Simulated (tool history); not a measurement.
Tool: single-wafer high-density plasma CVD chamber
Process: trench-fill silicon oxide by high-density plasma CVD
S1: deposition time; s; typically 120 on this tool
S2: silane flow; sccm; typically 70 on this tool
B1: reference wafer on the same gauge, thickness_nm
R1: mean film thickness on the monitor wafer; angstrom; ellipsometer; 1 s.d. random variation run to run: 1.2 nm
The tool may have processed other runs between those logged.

Run 1, day 0.000: usual settings; B1 903.185. Result: R1 8476.16 angstrom.
Run 2, day 1.133: usual settings; B1 902.969. Result: R1 8503.34 angstrom.
Run 3, day 2.312: usual settings; B1 902.903. Result: R1 8496.21 angstrom.
Run 4, day 3.196: usual settings but S1 105 s; B1 902.915. Result: R1 7423.55 angstrom.
Run 5, day 4.688: usual settings but S1 139 s, S2 76 sccm; B1 903.456. Result: R1 10547.62 angstrom.
Run 6, day 5.829: usual settings but S1 139 s, S2 76 sccm; B1 902.922. Result: R1 10552.09 angstrom.
Run 7, day 9.475: usual settings but S2 75 sccm; B1 902.835. Result: R1 9012.56 angstrom.
Run 8, day 10.025: usual settings but S1 128 s, S2 74 sccm; B1 902.891. Result: R1 9496.86 angstrom.
Run 9, day 10.842: usual settings but S1 128 s, S2 82 sccm; B1 903.056. Result: R1 10358.98 angstrom.
At day 11.175: silane flow controller replaced.
Run 10, day 12.200: usual settings but S1 137 s, S2 79 sccm; B1 903.175. Result: R1 10110.25 angstrom.
At day 12.317: gauge calibrated.
Run 11, day 12.788: usual settings; B1 902.754. Result: R1 7997.40 angstrom.
Run 12, day 13.721: usual settings but S1 128 s; B1 903.138. Result: R1 8542.23 angstrom.
Run 13, day 15.871: usual settings; B1 902.765. Result: R1 8041.19 angstrom.
Run 14, day 16.738: usual settings but S1 97 s, S2 62 sccm; B1 903.372. Result: R1 5869.42 angstrom.
Run 15, day 17.979: usual settings but S1 136 s, S2 59 sccm; B1 902.894. Result: R1 7927.43 angstrom.

4 options for the next run, each taken on its own from the tool as it stands now. Forecast them:
Run A, day 17.996: usual settings; B1 ?. Result: R1 ?.
Run B, day 17.996: usual settings but S1 128 s, S2 65 sccm; B1 ?. Result: R1 ?.
Run C, day 17.996: usual settings but S1 133 s, S2 60 sccm; B1 ?. Result: R1 ?.
Run D, day 17.996: usual settings but S1 131 s; B1 ?. Result: R1 ?.

run       B1       R1
  A  902.978  8046.56
  B  902.978  8068.22
  C  902.978  7848.50
  D  902.978  8784.16
Without the tool's hidden state the same runs would have given:
run       R1
  A  8066.75
  B  8088.47
  C  7868.19
  D  8806.20
